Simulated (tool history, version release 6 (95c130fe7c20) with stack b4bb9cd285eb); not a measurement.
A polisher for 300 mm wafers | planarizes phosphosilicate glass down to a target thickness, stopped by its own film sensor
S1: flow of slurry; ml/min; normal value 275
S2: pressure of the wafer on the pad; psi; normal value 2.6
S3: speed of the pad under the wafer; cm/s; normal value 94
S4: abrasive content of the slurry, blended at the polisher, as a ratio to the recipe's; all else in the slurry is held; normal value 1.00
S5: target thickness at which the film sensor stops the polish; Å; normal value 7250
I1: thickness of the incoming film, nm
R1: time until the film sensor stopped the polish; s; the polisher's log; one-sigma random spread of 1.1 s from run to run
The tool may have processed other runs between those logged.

run	hour	S1	S2	S3	S4	S5	I1	R1
1	0.0	275	2.6	94	1.00	7250	1308.0	101.9
# hour 18.3: worn pad replaced by a new one
2	52.4	275	2.6	94	1.00	7250	1319.9	104.7
# hour 70.9: slurry nozzle cleaned
3	77.0	275	2.6	94	1.00	7250	1303.1	98.7
4	111.5	220	2.6	94	1.00	8280	1304.6	83.8
5	142.7	275	2.6	94	1.00	7250	1302.1	99.6
6	192.4	275	2.6	94	1.00	7250	1285.3	95.9
7	263.0	275	3.5	108	1.00	7250	1325.1	74.7
8	297.8	235	2.6	84	1.00	7250	1311.2	120.3
# hour 391.8: slurry blender recalibrated
# hour 398.0: head pressure recalibrated
# hour 400.9: conditioning disc replaced and pad reconditioned
# hour 454.2: worn pad replaced by a new one
9	498.9	275	2.6	94	1.15	9050	1286.7	61.2
10	528.9	275	2.6	94	1.00	7250	1318.1	101.6
11	577.3	275	2.6	94	1.00	7250	1310.1	100.0
12	639.9	275	2.6	68	1.00	7250	1300.4	131.7
13	664.9	235	2.6	84	1.00	7250	1329.9	123.1
14	694.3	275	2.6	94	1.00	7250	1329.6	113.9
15	722.1	205	2.6	82	1.00	8660	1305.5	95.7
# hour 802.0: conditioning disc replaced and pad reconditioned
# hour 815.4: slurry blender recalibrated
# hour 821.3: slurry nozzle cleaned
# hour 873.5: worn pad replaced by a new one
16	888.8	185	1.9	94	0.85	7250	1326.2	147.7
17	923.4	250	2.6	94	1.00	7250	1321.8	101.8
18	950.3	235	2.6	84	1.00	7250	1316.6	111.3
19	1009.4	275	3.2	94	1.30	5570	1329.3	98.6
20	1037.2	275	1.7	106	1.00	5970	1324.8	159.8
21	1103.2	275	2.6	116	0.75	7250	1298.7	98.3
# hour 1147.5: head pressure recalibrated
22	1169.9	275	3.0	72	1.00	7250	1311.5	116.6
# hour 1185.3: conditioning disc replaced and pad reconditioned
23	1238.6	200	2.6	94	0.70	7250	1295.2	135.3
# hour 1264.0: slurry blender recalibrated
# hour 1269.0: worn pad replaced by a new one
24	1279.9	240	2.6	124	0.90	5290	1314.1	115.7

Branching from run 24: 5 alternative next runs. What would each branch give?
A	1280.4	275	2.6	94	1.00	7250	1289.8	?
B	1280.4	275	2.6	94	0.70	7250	1289.8	?
C	1280.4	275	2.6	94	1.15	7250	1289.8	?
D	1280.4	275	2.6	66	1.00	6250	1289.8	?
E	1280.4	185	2.6	62	1.00	8660	1289.8	?

run	R1
A	97.3
B	116.8
C	91.4
D	152.0
E	108.5
With the hidden condition removed and each run's random variation left untouched, the same runs would have given:
run	R1
A	94.9
B	113.8
C	89.2
D	148.2
E	104.6
